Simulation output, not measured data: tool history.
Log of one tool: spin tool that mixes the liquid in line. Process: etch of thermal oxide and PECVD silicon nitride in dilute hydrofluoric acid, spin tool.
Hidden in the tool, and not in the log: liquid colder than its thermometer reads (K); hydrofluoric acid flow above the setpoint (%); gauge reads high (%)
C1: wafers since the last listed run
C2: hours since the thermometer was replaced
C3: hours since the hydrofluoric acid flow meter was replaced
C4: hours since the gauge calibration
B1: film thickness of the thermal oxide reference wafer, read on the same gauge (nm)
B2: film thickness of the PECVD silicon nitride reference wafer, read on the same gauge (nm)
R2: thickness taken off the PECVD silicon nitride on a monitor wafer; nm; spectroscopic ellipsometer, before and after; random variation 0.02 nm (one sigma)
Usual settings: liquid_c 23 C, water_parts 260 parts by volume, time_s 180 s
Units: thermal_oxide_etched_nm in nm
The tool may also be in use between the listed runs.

Run 1, day 0: usual settings but time_s 220 s; C1 0; C2 1003.9; C3 2056.1; C4 65.6; B1 149.944; B2 150.026. Result: thermal_oxide_etched_nm 2.814 nm, R2 3.838 nm.
Run 2, day 0.625: usual settings but liquid_c 21 C, time_s 205 s; C1 120; C2 1018.9; C3 2071.1; C4 80.6; B1 150.047; B2 150.024. Result: thermal_oxide_etched_nm 2.423 nm, R2 3.123 nm.
Run 3, day 1.075: usual settings but liquid_c 25.5 C, time_s 265 s; C1 86; C2 1029.7; C3 2081.9; C4 91.4; B1 150.043; B2 150.014. Result: thermal_oxide_etched_nm 3.716 nm, R2 5.358 nm.
Run 4, day 1.7: usual settings but liquid_c 21.5 C, time_s 255 s; C1 120; C2 1044.7; C3 2096.9; C4 106.4; B1 150.038; B2 149.997. Result: thermal_oxide_etched_nm 3.104 nm, R2 3.998 nm.
Run 5, day 1.962: usual settings but liquid_c 21.5 C, time_s 255 s; C1 50; C2 1051; C3 2103.2; C4 112.7; B1 149.966; B2 150.003. Result: thermal_oxide_etched_nm 3.044 nm, R2 3.995 nm.
Run 6, day 3.179: usual settings but liquid_c 20.5 C, time_s 105 s; C1 234; C2 1080.2; C3 2132.4; C4 141.9; B1 149.961; B2 149.998. Result: thermal_oxide_etched_nm 1.221 nm, R2 1.526 nm.
Run 7, day 3.642: usual settings but liquid_c 20.5 C, time_s 105 s; C1 89; C2 1091.3; C3 2143.5; C4 153; B1 149.964; B2 150.005. Result: thermal_oxide_etched_nm 1.236 nm, R2 1.521 nm.
Run 8, day 4.296: usual settings; C1 126; C2 1107; C3 2159.2; C4 168.7; B1 150.036; B2 149.993. Result: thermal_oxide_etched_nm 2.274 nm, R2 3.064 nm.
At day 4.783: thermometer replaced.
Run 9, day 4.946: usual settings; C1 117; C2 3.9; C3 2174.8; C4 184.3; B1 150.023; B2 149.988. Result: thermal_oxide_etched_nm 2.5 nm, R2 3.595 nm.
Run 10, day 5.404: usual settings; C1 88; C2 14.9; C3 2185.8; C4 195.3; B1 149.949; B2 149.986. Result: thermal_oxide_etched_nm 2.48 nm, R2 3.549 nm.
Run 11, day 5.946: usual settings but liquid_c 20 C, time_s 90 s; C1 104; C2 27.9; C3 2198.8; C4 208.3; B1 149.99; B2 150.024. Result: thermal_oxide_etched_nm 1.116 nm, R2 1.464 nm.
Run 12, day 6.262: usual settings but liquid_c 25.5 C, time_s 265 s; C1 61; C2 35.5; C3 2206.4; C4 215.9; B1 150.005; B2 150.012. Result: thermal_oxide_etched_nm 3.947 nm, R2 6.11 nm.
Run 13, day 6.821: usual settings; C1 107; C2 48.9; C3 2219.8; C4 229.3; B1 149.99; B2 150.001. Result: thermal_oxide_etched_nm 2.491 nm, R2 3.53 nm.
Run 14, day 7.271: usual settings but liquid_c 24.5 C, water_parts 195 parts by volume, time_s 110 s; C1 86; C2 59.7; C3 2230.6; C4 240.1; B1 150.017; B2 150. Result: thermal_oxide_etched_nm 2.251 nm, R2 3.15 nm.
Run 15, day 7.808: usual settings but liquid_c 18.5 C, water_parts 210 parts by volume, time_s 110 s; C1 103; C2 72.6; C3 2243.5; C4 253; B1 150.019; B2 149.969. Result: thermal_oxide_etched_nm 1.654 nm, R2 1.96 nm.
At day 8.146: hydrofluoric acid flow meter replaced.
Run 16, day 8.167: usual settings but liquid_c 26.5 C, water_parts 385 parts by volume, time_s 265 s; C1 61; C2 81.2; C3 0.5; C4 261.6; B1 150.042; B2 150.011. Result: thermal_oxide_etched_nm 2.474 nm, R2 4.315 nm.
Run 17, day 8.571: usual settings but water_parts 175 parts by volume; C1 77; C2 90.9; C3 10.2; C4 271.3; B1 150.014; B2 150.011. Result: thermal_oxide_etched_nm 4.031 nm, R2 5.118 nm.
At day 8.612: gauge calibrated.
Run 18, day 9.204: usual settings; C1 122; C2 106.1; C3 25.4; C4 14.2; B1 150.007; B2 149.971. Result: thermal_oxide_etched_nm 2.481 nm, R2 3.494 nm.
Run 19, day 9.9: usual settings but water_parts 175 parts by volume, time_s 210 s; C1 134; C2 122.8; C3 42.1; C4 30.9; B1 149.969; B2 150.011. Result: thermal_oxide_etched_nm 4.627 nm, R2 6.057 nm.
Run 20, day 10.171: usual settings but time_s 210 s; C1 52; C2 129.3; C3 48.6; C4 37.4; B1 150.05; B2 149.963. Result: thermal_oxide_etched_nm 2.925 nm, R2 4.067 nm.
Run 21, day 10.904: usual settings; C1 141; C2 146.9; C3 66.2; C4 55; B1 150.002; B2 150.006. Result: thermal_oxide_etched_nm 2.467 nm, R2 3.453 nm.
Run 22, day 11.421: usual settings; C1 99; C2 159.3; C3 78.6; C4 67.4; B1 150.002; B2 149.987. Result: thermal_oxide_etched_nm 2.448 nm, R2 3.478 nm.
Run 23, day 13.454: usual settings but water_parts 200 parts by volume; C1 392; C2 208.1; C3 127.4; C4 116.2; B1 149.966; B2 150.003. Result: thermal_oxide_etched_nm 3.398 nm, R2 4.466 nm.
Run 24, day 13.883: usual settings but water_parts 130 parts by volume, time_s 125 s; C1 82; C2 218.4; C3 137.7; C4 126.5; B1 150.046; B2 149.989. Result: thermal_oxide_etched_nm 3.943 nm, R2 4.696 nm.
Run 25, day 14.362: usual settings; C1 92; C2 229.9; C3 149.2; C4 138; B1 150.003; B2 149.997. Result: thermal_oxide_etched_nm 2.42 nm, R2 3.428 nm.
Run 26, day 15.983: usual settings but time_s 215 s; C1 312; C2 268.8; C3 188.1; C4 176.9; B1 149.971; B2 149.967. Result: thermal_oxide_etched_nm 2.932 nm, R2 4.027 nm.

Forecast each of these 4 alternatives for the next run:
Run A, day 16.004: usual settings but water_parts 220 parts by volume; C1 4; C2 269.3; C3 188.6; C4 177.4; B1 ?; B2 ?. Result: thermal_oxide_etched_nm ?, R2 ?.
Run B, day 16.004: usual settings but time_s 235 s; C1 4; C2 269.3; C3 188.6; C4 177.4; B1 ?; B2 ?. Result: thermal_oxide_etched_nm ?, R2 ?.
Run C, day 16.004: usual settings but liquid_c 21 C, water_parts 200 parts by volume, time_s 230 s; C1 4; C2 269.3; C3 188.6; C4 177.4; B1 ?; B2 ?. Result: thermal_oxide_etched_nm ?, R2 ?.
Run D, day 16.004: usual settings but liquid_c 20.5 C, water_parts 180 parts by volume, time_s 80 s; C1 4; C2 269.3; C3 188.6; C4 177.4; B1 ?; B2 ?. Result: thermal_oxide_etched_nm ?, R2 ?.

run   B1       B2  thermal_oxide_etched_nm     R2
  A  150  150.002                    3.002  4.041
  B  150  150.002                    3.187  4.479
  C  150  150.002                     3.99   4.98
  D  150  150.002                    1.543  1.857
Without the tool's hidden state the same runs would have given:
run  thermal_oxide_etched_nm     R2
  A                    3.096  4.261
  B                    3.285  4.718
  C                    4.119  5.257
  D                    1.593  1.961

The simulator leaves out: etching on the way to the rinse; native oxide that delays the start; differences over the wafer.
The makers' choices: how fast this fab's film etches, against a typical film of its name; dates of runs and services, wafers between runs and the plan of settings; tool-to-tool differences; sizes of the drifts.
